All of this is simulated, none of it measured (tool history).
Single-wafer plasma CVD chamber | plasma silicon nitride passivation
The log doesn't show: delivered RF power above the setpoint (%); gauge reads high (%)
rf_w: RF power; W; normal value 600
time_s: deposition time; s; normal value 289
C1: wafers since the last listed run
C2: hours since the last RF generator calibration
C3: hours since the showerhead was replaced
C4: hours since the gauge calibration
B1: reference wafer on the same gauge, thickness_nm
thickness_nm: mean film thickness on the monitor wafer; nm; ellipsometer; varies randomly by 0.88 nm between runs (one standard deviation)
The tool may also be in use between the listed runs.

{"run": 1, "hour": 0.0, "rf_w": 600, "time_s": 289, "C1": 0, "C2": 651.9, "C3": 2459.3, "C4": 15.1, "B1": 359.979, "thickness_nm": 410.329}
{"run": 2, "hour": 12.9, "rf_w": 600, "time_s": 289, "C1": 100, "C2": 664.8, "C3": 2472.2, "C4": 28.0, "B1": 359.969, "thickness_nm": 411.394}
{"run": 3, "hour": 21.8, "rf_w": 600, "time_s": 289, "C1": 69, "C2": 673.7, "C3": 2481.1, "C4": 36.9, "B1": 360.107, "thickness_nm": 408.96}
{"run": 4, "hour": 38.6, "rf_w": 550, "time_s": 289, "C1": 131, "C2": 690.5, "C3": 2497.9, "C4": 53.7, "B1": 359.975, "thickness_nm": 396.443}
{"run": 5, "hour": 54.1, "rf_w": 550, "time_s": 289, "C1": 120, "C2": 706.0, "C3": 2513.4, "C4": 69.2, "B1": 359.923, "thickness_nm": 397.713}
{"run": 6, "hour": 66.5, "rf_w": 600, "time_s": 261, "C1": 96, "C2": 718.4, "C3": 2525.8, "C4": 81.6, "B1": 360.107, "thickness_nm": 369.831}
{"run": 7, "hour": 83.3, "rf_w": 600, "time_s": 261, "C1": 131, "C2": 735.2, "C3": 2542.6, "C4": 98.4, "B1": 360.188, "thickness_nm": 369.985}
{"run": 8, "hour": 100.4, "rf_w": 600, "time_s": 289, "C1": 133, "C2": 752.3, "C3": 2559.7, "C4": 115.5, "B1": 359.853, "thickness_nm": 409.492}
{"run": 9, "hour": 108.9, "rf_w": 600, "time_s": 289, "C1": 66, "C2": 760.8, "C3": 2568.2, "C4": 124.0, "B1": 360.015, "thickness_nm": 411.449}
{"run": 10, "hour": 117.7, "rf_w": 600, "time_s": 289, "C1": 68, "C2": 769.6, "C3": 2577.0, "C4": 132.8, "B1": 360.056, "thickness_nm": 411.425}
{"run": 11, "hour": 131.4, "rf_w": 600, "time_s": 254, "C1": 106, "C2": 783.3, "C3": 2590.7, "C4": 146.5, "B1": 359.974, "thickness_nm": 360.2}
{"run": 12, "hour": 137.7, "rf_w": 600, "time_s": 254, "C1": 49, "C2": 789.6, "C3": 2597.0, "C4": 152.8, "B1": 360.095, "thickness_nm": 361.284}
{"run": 13, "hour": 154.6, "rf_w": 600, "time_s": 302, "C1": 131, "C2": 806.5, "C3": 2613.9, "C4": 169.7, "B1": 360.138, "thickness_nm": 428.475}
{"run": 14, "hour": 172.0, "rf_w": 600, "time_s": 302, "C1": 135, "C2": 823.9, "C3": 2631.3, "C4": 187.1, "B1": 359.999, "thickness_nm": 429.207}
{"run": 15, "hour": 181.3, "rf_w": 510, "time_s": 314, "C1": 72, "C2": 833.2, "C3": 2640.6, "C4": 196.4, "B1": 359.861, "thickness_nm": 420.952}
{"run": 16, "hour": 191.7, "rf_w": 600, "time_s": 326, "C1": 81, "C2": 843.6, "C3": 2651.0, "C4": 206.8, "B1": 360.035, "thickness_nm": 463.987}
{"run": 17, "hour": 198.6, "rf_w": 600, "time_s": 289, "C1": 53, "C2": 850.5, "C3": 2657.9, "C4": 213.7, "B1": 359.969, "thickness_nm": 407.772}
{"run": 18, "hour": 233.4, "rf_w": 710, "time_s": 310, "C1": 271, "C2": 885.3, "C3": 2692.7, "C4": 248.5, "B1": 359.879, "thickness_nm": 467.355}
{"hour": 248.7, "done": "RF generator calibrated"}
{"hour": 254.1, "done": "showerhead replaced"}
{"run": 19, "hour": 254.6, "rf_w": 710, "time_s": 289, "C1": 60, "C2": 5.9, "C3": 0.5, "C4": 269.7, "B1": 359.95, "thickness_nm": 447.82}
{"run": 20, "hour": 288.9, "rf_w": 680, "time_s": 255, "C1": 267, "C2": 40.2, "C3": 34.8, "C4": 304.0, "B1": 359.968, "thickness_nm": 386.497}
{"hour": 297.0, "done": "gauge calibrated"}
{"run": 21, "hour": 304.3, "rf_w": 560, "time_s": 253, "C1": 120, "C2": 55.6, "C3": 50.2, "C4": 7.3, "B1": 360.113, "thickness_nm": 359.517}
{"run": 22, "hour": 312.0, "rf_w": 600, "time_s": 289, "C1": 60, "C2": 63.3, "C3": 57.9, "C4": 15.0, "B1": 360.01, "thickness_nm": 418.753}
{"run": 23, "hour": 324.4, "rf_w": 550, "time_s": 236, "C1": 96, "C2": 75.7, "C3": 70.3, "C4": 27.4, "B1": 359.993, "thickness_nm": 331.885}
{"run": 24, "hour": 358.7, "rf_w": 645, "time_s": 289, "C1": 267, "C2": 110.0, "C3": 104.6, "C4": 61.7, "B1": 360.048, "thickness_nm": 429.416}
{"run": 25, "hour": 369.0, "rf_w": 505, "time_s": 308, "C1": 80, "C2": 120.3, "C3": 114.9, "C4": 72.0, "B1": 360.143, "thickness_nm": 418.879}
{"run": 26, "hour": 385.0, "rf_w": 600, "time_s": 289, "C1": 124, "C2": 136.3, "C3": 130.9, "C4": 88.0, "B1": 360.026, "thickness_nm": 416.873}
{"run": 27, "hour": 397.9, "rf_w": 600, "time_s": 331, "C1": 100, "C2": 149.2, "C3": 143.8, "C4": 100.9, "B1": 360.003, "thickness_nm": 477.783}
{"run": 28, "hour": 404.3, "rf_w": 600, "time_s": 289, "C1": 49, "C2": 155.6, "C3": 150.2, "C4": 107.3, "B1": 359.94, "thickness_nm": 416.443}
{"run": 29, "hour": 421.0, "rf_w": 570, "time_s": 243, "C1": 130, "C2": 172.3, "C3": 166.9, "C4": 124.0, "B1": 359.911, "thickness_nm": 344.396}

4 ways to go on from here, each from the tool as it stands after run 29. What would each give?
{"run": "A", "hour": 421.5, "rf_w": 705, "time_s": 289, "C1": 3, "C2": 172.8, "C3": 167.4, "C4": 124.5, "B1": "?", "thickness_nm": "?"}
{"run": "B", "hour": 421.5, "rf_w": 695, "time_s": 305, "C1": 3, "C2": 172.8, "C3": 167.4, "C4": 124.5, "B1": "?", "thickness_nm": "?"}
{"run": "C", "hour": 421.5, "rf_w": 680, "time_s": 289, "C1": 3, "C2": 172.8, "C3": 167.4, "C4": 124.5, "B1": "?", "thickness_nm": "?"}
{"run": "D", "hour": 421.5, "rf_w": 535, "time_s": 339, "C1": 3, "C2": 172.8, "C3": 167.4, "C4": 124.5, "B1": "?", "thickness_nm": "?"}

run=A B1=360.147 thickness_nm=439.513
run=B B1=360.147 thickness_nm=461.604
run=C B1=360.147 thickness_nm=434.156
run=D B1=360.147 thickness_nm=468.645
Without the tool's unlogged condition, the same runs would have read:
run=A thickness_nm=446.971
run=B thickness_nm=469.437
run=C thickness_nm=441.523
run=D thickness_nm=476.597

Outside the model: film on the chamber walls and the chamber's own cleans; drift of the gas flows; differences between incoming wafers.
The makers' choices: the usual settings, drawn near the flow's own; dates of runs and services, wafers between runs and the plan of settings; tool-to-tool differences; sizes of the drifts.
